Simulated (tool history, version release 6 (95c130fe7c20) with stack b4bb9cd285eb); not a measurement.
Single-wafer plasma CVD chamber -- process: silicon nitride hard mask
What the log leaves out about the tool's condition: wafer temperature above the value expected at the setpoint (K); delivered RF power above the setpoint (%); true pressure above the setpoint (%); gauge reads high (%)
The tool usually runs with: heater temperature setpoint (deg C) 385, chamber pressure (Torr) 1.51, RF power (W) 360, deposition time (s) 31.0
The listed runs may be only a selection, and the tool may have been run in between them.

run,hour,heater temperature setpoint (deg C),chamber pressure (Torr),RF power (W),deposition time (s),wafers since the last listed run,hours since the last thermocouple change,hours since the last RF generator calibration,hours since the last manometer calibration,hours since the showerhead was replaced,hours since the gauge calibration,"read-back reference wafer on the same gauge, thickness_nm",mean film thickness on the monitor wafer (nm)
1,0.0,385,1.51,360,31.0,0,862.4,975.3,712.3,4607.6,112.1,37.092,36.525
2,101.9,385,1.51,360,31.0,2412,964.3,1077.2,814.2,4709.5,214.0,37.119,36.738
3,140.9,385,1.51,360,31.0,923,1003.3,1116.2,853.2,4748.5,253.0,37.081,36.539
4,207.6,385,1.51,360,31.0,1578,1070.0,1182.9,919.9,4815.2,319.7,37.130,36.682
5,282.4,385,1.51,360,31.0,1770,1144.8,1257.7,994.7,4890.0,394.5,37.111,36.525
6,367.9,385,1.51,360,31.0,2023,1230.3,1343.2,1080.2,4975.5,480.0,37.100,36.516
7,471.1,385,1.51,360,31.0,2442,1333.5,1446.4,1183.4,5078.7,583.2,37.124,36.566
# hour 511.6: capacitance manometer re-zeroed and calibrated
8,551.8,385,1.51,360,31.0,1720,1414.2,1527.1,40.2,5159.4,663.9,37.063,37.443
# hour 594.9: gauge calibrated
# hour 596.6: thermocouple changed; heater temperature recalibrated
9,617.9,385,1.51,360,31.0,1375,21.3,1593.2,106.3,5225.5,23.0,37.121,37.256
10,662.6,385,1.51,360,31.0,1058,66.0,1637.9,151.0,5270.2,67.7,37.093,37.277
11,733.8,381,1.33,360,31.0,1685,137.2,1709.1,222.2,5341.4,138.9,37.134,35.216
# hour 779.7: showerhead replaced, of another model than before
# hour 823.5: RF generator calibrated
12,841.4,397,1.66,295,27.9,2168,244.8,17.9,329.8,61.7,246.5,37.108,30.697
13,953.0,377,1.51,360,27.9,2641,356.4,129.5,441.4,173.3,358.1,37.083,32.797
14,1012.9,385,1.86,360,31.0,1417,416.3,189.4,501.3,233.2,418.0,37.099,40.296
15,1053.6,372,1.61,360,28.0,963,457.0,230.1,542.0,273.9,458.7,37.143,34.164
16,1096.1,385,1.51,360,27.9,1006,499.5,272.6,584.5,316.4,501.2,37.101,32.575
17,1161.6,375,1.62,320,31.0,1550,565.0,338.1,650.0,381.9,566.7,37.086,35.242
18,1211.3,385,1.51,360,27.9,1176,614.7,387.8,699.7,431.6,616.4,37.080,32.403

For some of the steps in mean film thickness on the monitor wafer (nm) from one run to the next: how much would appear even if the tool had no hidden state, given the settings, what came in and random variation, and how much remains for the hidden state plus any gauge scatter that the measured result and the result without hidden state don't share?
Run 7 -> 8: capacitance manometer re-zeroed and calibrated. mean film thickness on the monitor wafer (nm) +0.877: hidden state +0.973, all else -0.096.
Run 13 -> 14: heater temperature setpoint (deg C) 377 -> 385, chamber pressure (Torr) 1.51 -> 1.86, deposition time (s) 27.9 -> 31.0. mean film thickness on the monitor wafer (nm) +7.499: hidden state -0.153, all else +7.652.
